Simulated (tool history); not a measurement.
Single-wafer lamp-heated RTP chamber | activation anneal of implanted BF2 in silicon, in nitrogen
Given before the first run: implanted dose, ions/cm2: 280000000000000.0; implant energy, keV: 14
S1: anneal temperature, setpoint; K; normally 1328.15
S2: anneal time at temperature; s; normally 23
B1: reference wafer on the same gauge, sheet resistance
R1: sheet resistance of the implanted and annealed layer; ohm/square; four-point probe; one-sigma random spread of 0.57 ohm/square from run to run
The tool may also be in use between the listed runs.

{"run": 1, "day": 0.0, "S1": 1328.15, "S2": 23, "B1": 415.97, "R1": 374.04}
{"day": 0.079, "done": "gauge calibrated"}
{"run": 2, "day": 2.967, "S1": 1328.15, "S2": 23, "B1": 416.12, "R1": 372.38}
{"run": 3, "day": 3.846, "S1": 1328.15, "S2": 23, "B1": 415.88, "R1": 372.48}
{"day": 5.479, "done": "reflector plate cleaned"}
{"run": 4, "day": 5.5, "S1": 1328.15, "S2": 23, "B1": 415.9, "R1": 375.25}
{"run": 5, "day": 6.838, "S1": 1328.15, "S2": 23, "B1": 416.22, "R1": 374.73}
{"run": 6, "day": 7.379, "S1": 1328.15, "S2": 23, "B1": 415.91, "R1": 373.74}
{"run": 7, "day": 8.1, "S1": 1328.15, "S2": 23, "B1": 416.13, "R1": 373.57}
{"day": 9.633, "done": "pyrometer window cleaned and pyrometer calibrated"}
{"run": 8, "day": 9.654, "S1": 1351.15, "S2": 16, "B1": 415.73, "R1": 375.86}
{"run": 9, "day": 10.692, "S1": 1328.15, "S2": 23, "B1": 416.45, "R1": 376.57}
{"day": 11.446, "done": "gauge calibrated"}
{"run": 10, "day": 11.675, "S1": 1311.15, "S2": 35, "B1": 416.37, "R1": 374.05}
{"run": 11, "day": 12.233, "S1": 1328.15, "S2": 23, "B1": 415.88, "R1": 375.2}
{"run": 12, "day": 12.762, "S1": 1348.15, "S2": 32, "B1": 415.81, "R1": 362.24}
{"run": 13, "day": 13.3, "S1": 1328.15, "S2": 35, "B1": 415.98, "R1": 367.6}
{"run": 14, "day": 14.733, "S1": 1328.15, "S2": 32, "B1": 416.34, "R1": 369.96}
{"day": 15.592, "done": "reflector plate cleaned"}
{"run": 15, "day": 15.612, "S1": 1318.15, "S2": 23, "B1": 416.18, "R1": 378.31}

Each row is a separate what-if for the run after 15, all from the same tool condition, not one after another. Results?
{"run": "A", "day": 15.629, "S1": 1328.15, "S2": 13, "B1": "?", "R1": "?"}
{"run": "B", "day": 15.629, "S1": 1316.15, "S2": 11, "B1": "?", "R1": "?"}
{"run": "C", "day": 15.629, "S1": 1342.15, "S2": 33, "B1": "?", "R1": "?"}
{"run": "D", "day": 15.629, "S1": 1301.15, "S2": 23, "B1": "?", "R1": "?"}
{"run": "E", "day": 15.629, "S1": 1309.15, "S2": 23, "B1": "?", "R1": "?"}

run=A B1=416.05 R1=383.58
run=B B1=416.05 R1=387.57
run=C B1=416.05 R1=364.81
run=D B1=416.05 R1=382.73
run=E B1=416.05 R1=380.86
Had the tool no hidden state, the same runs would have come out as:
run=A R1=385.3
run=B R1=389.08
run=C R1=368
run=D R1=384.62
run=E R1=382.91
